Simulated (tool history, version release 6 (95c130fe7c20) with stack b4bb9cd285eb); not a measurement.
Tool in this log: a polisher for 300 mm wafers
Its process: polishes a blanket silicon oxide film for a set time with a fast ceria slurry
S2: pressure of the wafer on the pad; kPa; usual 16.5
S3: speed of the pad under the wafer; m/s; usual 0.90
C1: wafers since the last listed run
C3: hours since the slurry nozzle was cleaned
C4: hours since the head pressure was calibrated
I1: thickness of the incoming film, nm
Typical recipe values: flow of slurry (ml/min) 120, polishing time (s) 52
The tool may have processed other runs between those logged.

run 1 hour=0.0 | flow_of_slurry_(ml/min)=120 S2=20.0 S3=0.90 polishing_time_(s)=52 | C1=0 wafers_polished_on_this_pad=396 C3=61.8 C4=277.7 | I1=2348.3 | film_removed_(Å)=8273
run 2 hour=56.0 | flow_of_slurry_(ml/min)=120 S2=16.5 S3=0.90 polishing_time_(s)=52 | C1=653 wafers_polished_on_this_pad=1049 C3=117.8 C4=333.7 | I1=2353.0 | film_removed_(Å)=6556
run 3 hour=83.9 | flow_of_slurry_(ml/min)=120 S2=16.5 S3=0.90 polishing_time_(s)=52 | C1=325 wafers_polished_on_this_pad=1375 C3=145.7 C4=361.6 | I1=2346.7 | film_removed_(Å)=6558
run 4 hour=98.0 | flow_of_slurry_(ml/min)=120 S2=16.5 S3=0.90 polishing_time_(s)=52 | C1=164 wafers_polished_on_this_pad=1539 C3=159.8 C4=375.7 | I1=2319.8 | film_removed_(Å)=6259
run 5 hour=123.5 | flow_of_slurry_(ml/min)=120 S2=16.5 S3=0.90 polishing_time_(s)=52 | C1=297 wafers_polished_on_this_pad=1837 C3=185.3 C4=401.2 | I1=2320.9 | film_removed_(Å)=6313
run 6 hour=136.2 | flow_of_slurry_(ml/min)=120 S2=16.5 S3=0.90 polishing_time_(s)=52 | C1=148 wafers_polished_on_this_pad=1985 C3=198.0 C4=413.9 | I1=2322.5 | film_removed_(Å)=6201
run 7 hour=157.5 | flow_of_slurry_(ml/min)=120 S2=16.5 S3=0.90 polishing_time_(s)=52 | C1=248 wafers_polished_on_this_pad=2234 C3=219.3 C4=435.2 | I1=2350.7 | film_removed_(Å)=6218
-- hour=169.8 worn pad replaced by a new one
-- hour=172.4 slurry nozzle cleaned
-- hour=182.5 head pressure recalibrated
run 8 hour=190.5 | flow_of_slurry_(ml/min)=120 S2=16.5 S3=0.90 polishing_time_(s)=52 | C1=303 wafers_polished_on_this_pad=207 C3=18.1 C4=8.0 | I1=2326.9 | film_removed_(Å)=6907
run 9 hour=217.0 | flow_of_slurry_(ml/min)=120 S2=16.5 S3=0.90 polishing_time_(s)=52 | C1=309 wafers_polished_on_this_pad=516 C3=44.6 C4=34.5 | I1=2339.8 | film_removed_(Å)=6818
run 10 hour=229.5 | flow_of_slurry_(ml/min)=120 S2=16.5 S3=0.90 polishing_time_(s)=52 | C1=145 wafers_polished_on_this_pad=662 C3=57.1 C4=47.0 | I1=2331.1 | film_removed_(Å)=6637
run 11 hour=254.9 | flow_of_slurry_(ml/min)=120 S2=16.5 S3=0.90 polishing_time_(s)=52 | C1=296 wafers_polished_on_this_pad=958 C3=82.5 C4=72.4 | I1=2342.7 | film_removed_(Å)=6422
run 12 hour=267.9 | flow_of_slurry_(ml/min)=120 S2=16.5 S3=0.90 polishing_time_(s)=52 | C1=151 wafers_polished_on_this_pad=1110 C3=95.5 C4=85.4 | I1=2338.0 | film_removed_(Å)=6379
run 13 hour=291.9 | flow_of_slurry_(ml/min)=120 S2=16.5 S3=0.90 polishing_time_(s)=52 | C1=280 wafers_polished_on_this_pad=1390 C3=119.5 C4=109.4 | I1=2353.2 | film_removed_(Å)=6435
run 14 hour=309.9 | flow_of_slurry_(ml/min)=120 S2=16.5 S3=0.90 polishing_time_(s)=52 | C1=210 wafers_polished_on_this_pad=1600 C3=137.5 C4=127.4 | I1=2356.0 | film_removed_(Å)=6174
-- hour=336.0 worn pad replaced by a new one
run 15 hour=342.5 | flow_of_slurry_(ml/min)=120 S2=16.5 S3=0.80 polishing_time_(s)=52 | C1=333 wafers_polished_on_this_pad=75 C3=170.1 C4=160.0 | I1=2332.8 | film_removed_(Å)=6119
run 16 hour=368.6 | flow_of_slurry_(ml/min)=120 S2=16.5 S3=0.80 polishing_time_(s)=52 | C1=304 wafers_polished_on_this_pad=380 C3=196.2 C4=186.1 | I1=2346.1 | film_removed_(Å)=6138
-- hour=390.9 slurry nozzle cleaned
run 17 hour=400.5 | flow_of_slurry_(ml/min)=120 S2=16.5 S3=0.80 polishing_time_(s)=52 | C1=360 wafers_polished_on_this_pad=741 C3=9.6 C4=218.0 | I1=2374.5 | film_removed_(Å)=5896
run 18 hour=413.5 | flow_of_slurry_(ml/min)=120 S2=16.5 S3=0.90 polishing_time_(s)=52 | C1=151 wafers_polished_on_this_pad=892 C3=22.6 C4=231.0 | I1=2317.4 | film_removed_(Å)=6690
run 19 hour=427.6 | flow_of_slurry_(ml/min)=90 S2=15.2 S3=0.74 polishing_time_(s)=40 | C1=164 wafers_polished_on_this_pad=1057 C3=36.7 C4=245.1 | I1=2322.4 | film_removed_(Å)=3484
run 20 hour=489.4 | flow_of_slurry_(ml/min)=120 S2=16.5 S3=0.90 polishing_time_(s)=37 | C1=721 wafers_polished_on_this_pad=1778 C3=98.5 C4=306.9 | I1=2354.6 | film_removed_(Å)=4474
-- hour=497.9 worn pad replaced by a new one
run 21 hour=509.6 | flow_of_slurry_(ml/min)=120 S2=16.5 S3=0.90 polishing_time_(s)=52 | C1=189 wafers_polished_on_this_pad=136 C3=118.7 C4=327.1 | I1=2326.1 | film_removed_(Å)=6945
run 22 hour=539.4 | flow_of_slurry_(ml/min)=150 S2=16.5 S3=0.90 polishing_time_(s)=52 | C1=347 wafers_polished_on_this_pad=484 C3=148.5 C4=356.9 | I1=2361.8 | film_removed_(Å)=7147

For run 23, what comes out?
run 23 hour=564.8 | flow_of_slurry_(ml/min)=90 S2=19.3 S3=0.72 polishing_time_(s)=52 | C1=296 wafers_polished_on_this_pad=780 C3=173.9 C4=382.3 | I1=2359.3 | film_removed_(Å)=?

{"run 23": {"film removed (Å)": 5681}}
Take away the tool's hidden state, keep the run-to-run variation as it was, and the same run would have given film removed (Å) 6026.

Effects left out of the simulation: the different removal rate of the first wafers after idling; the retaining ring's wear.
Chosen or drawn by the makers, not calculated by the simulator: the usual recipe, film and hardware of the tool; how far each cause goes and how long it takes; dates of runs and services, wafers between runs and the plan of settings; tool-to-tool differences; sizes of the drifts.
